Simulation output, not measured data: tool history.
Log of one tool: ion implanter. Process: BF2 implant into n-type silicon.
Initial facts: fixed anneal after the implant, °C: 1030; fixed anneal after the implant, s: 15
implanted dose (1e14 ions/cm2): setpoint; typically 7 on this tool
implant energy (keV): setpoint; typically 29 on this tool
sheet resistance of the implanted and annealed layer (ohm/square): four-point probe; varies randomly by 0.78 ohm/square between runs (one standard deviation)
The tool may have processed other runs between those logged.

run	hour	implanted dose (1e14 ions/cm2)	implant energy (keV)	read-back reference wafer on the same gauge, sheet resistance	sheet resistance of the implanted and annealed layer (ohm/square)
1	0	7	29	197.14	174.22
2	54.2	7	29	196.98	172.27
3	119.5	7	29	197.05	173.64
4	145.6	7	29	196.91	173.74
5	175.9	7	25.5	197.17	178.46
6	215.6	7	25.5	197.02	179
7	251.5	7	25.5	196.99	180.13
8	275.9	7	29	196.8	175.24
9	341.4	7	34.5	197.08	169.87
# hour 343: gauge calibrated
10	388.5	7	34.5	196.78	169.94
11	445.5	7	29	197.05	177.57
# hour 518.5: extraction supply calibrated
12	546.5	7	29	197.01	176.12
13	593.7	7	29	196.86	178.36
14	658	7	29	196.96	176.04
15	686.4	6.17	29	197.27	196.9
16	740.7	6.17	29	196.95	194.65
17	786.6	6.17	29	196.95	194.03
18	816.9	5.92	29	197.08	202.31
19	845.8	8.58	25	197.09	159.91
20	875.7	6.42	37	196.96	183.49
# hour 896.5: Faraday cup replaced and dose calibrated
21	915.9	6.17	29	196.88	186.01
22	982.4	8.26	29	197.06	152.72
23	1026.9	7	29	197.08	170.77
24	1069.1	6.32	24	197.05	190.29
25	1094.2	6.03	19	196.83	209.09
26	1136.3	4.91	38	197.04	222.27
# hour 1164.8: gauge calibrated
27	1187	8.82	37.5	197.07	137.57
28	1234.9	7	38	197.05	165.64
29	1268.8	5.76	32	197.09	199.14
30	1302.3	7	29	196.94	174.58
31	1361.3	5.95	33	197.08	194.23
32	1427.5	9.04	21.5	196.8	159.46
33	1455.9	6.03	19	197.16	211.79
34	1498.6	9.03	29	196.98	146.86
35	1528.4	5.76	32	197.05	198.79
36	1585.3	8.83	34.5	196.82	143.02
37	1636.5	7	29	196.9	174.03

Here are 3 independent what-if runs from the current tool condition. What would each one return?
A	1636.9	8.12	29	?	?
B	1636.9	4.95	35.5	?	?
C	1636.9	4.9	31.5	?	?

run	read-back reference wafer on the same gauge, sheet resistance	sheet resistance of the implanted and annealed layer (ohm/square)
A	197.06	156.49
B	197.06	223.75
C	197.06	228.59
Without the tool's hidden state the same runs would have given:
run	sheet resistance of the implanted and annealed layer (ohm/square)
A	152.52
B	216.59
C	221.37

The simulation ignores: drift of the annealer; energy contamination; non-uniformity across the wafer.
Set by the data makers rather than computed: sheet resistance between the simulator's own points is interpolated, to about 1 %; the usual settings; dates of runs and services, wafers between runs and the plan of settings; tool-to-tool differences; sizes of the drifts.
